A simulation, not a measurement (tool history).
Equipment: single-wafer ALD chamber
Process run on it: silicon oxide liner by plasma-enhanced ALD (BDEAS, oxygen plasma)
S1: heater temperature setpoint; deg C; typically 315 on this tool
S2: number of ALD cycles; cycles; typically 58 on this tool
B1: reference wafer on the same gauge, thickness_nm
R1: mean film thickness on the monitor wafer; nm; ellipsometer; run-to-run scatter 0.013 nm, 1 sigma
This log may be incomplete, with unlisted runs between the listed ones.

run 1 hour=0 | S1=310 S2=58 | B1=5.814 | R1=5.384
run 2 hour=13.8 | S1=315 S2=61 | B1=5.805 | R1=5.601
run 3 hour=26.5 | S1=315 S2=58 | B1=5.809 | R1=5.347
run 4 hour=38.6 | S1=315 S2=58 | B1=5.805 | R1=5.329
run 5 hour=52.9 | S1=315 S2=58 | B1=5.81 | R1=5.347
run 6 hour=59.4 | S1=315 S2=54 | B1=5.805 | R1=4.983
run 7 hour=70.8 | S1=315 S2=66 | B1=5.808 | R1=6.05
run 8 hour=78.2 | S1=315 S2=66 | B1=5.814 | R1=6.083
run 9 hour=92.4 | S1=315 S2=58 | B1=5.809 | R1=5.345
run 10 hour=102.6 | S1=315 S2=58 | B1=5.809 | R1=5.34
run 11 hour=109.3 | S1=324 S2=63 | B1=5.813 | R1=5.729
run 12 hour=116.4 | S1=315 S2=58 | B1=5.811 | R1=5.341
run 13 hour=123.5 | S1=319 S2=50 | B1=5.807 | R1=4.584
-- hour=125.2 gauge calibrated
run 14 hour=136.8 | S1=307 S2=47 | B1=5.81 | R1=4.383
-- hour=150.9 thermocouple changed; heater temperature recalibrated
run 15 hour=151.2 | S1=306 S2=48 | B1=5.812 | R1=4.488
run 16 hour=161 | S1=315 S2=58 | B1=5.811 | R1=5.326
run 17 hour=169.9 | S1=315 S2=53 | B1=5.813 | R1=4.873
run 18 hour=178.1 | S1=322 S2=70 | B1=5.813 | R1=6.413
run 19 hour=195.5 | S1=315 S2=58 | B1=5.804 | R1=5.351
run 20 hour=203.1 | S1=302 S2=58 | B1=5.816 | R1=5.416
run 21 hour=218.9 | S1=315 S2=49 | B1=5.809 | R1=4.493

What if the next run were any one of these 4? Each begins from the tool's condition after run 21:
run A hour=219.4 | S1=300 S2=58 | B1=? | R1=?
run B hour=219.4 | S1=323 S2=63 | B1=? | R1=?
run C hour=219.4 | S1=323 S2=58 | B1=? | R1=?
run D hour=219.4 | S1=322 S2=61 | B1=? | R1=?

run=A B1=5.809 R1=5.422
run=B B1=5.809 R1=5.72
run=C B1=5.809 R1=5.266
run=D B1=5.809 R1=5.546
Had the tool no hidden state, the same runs would have come out as:
run=A R1=5.422
run=B R1=5.72
run=C R1=5.266
run=D R1=5.546
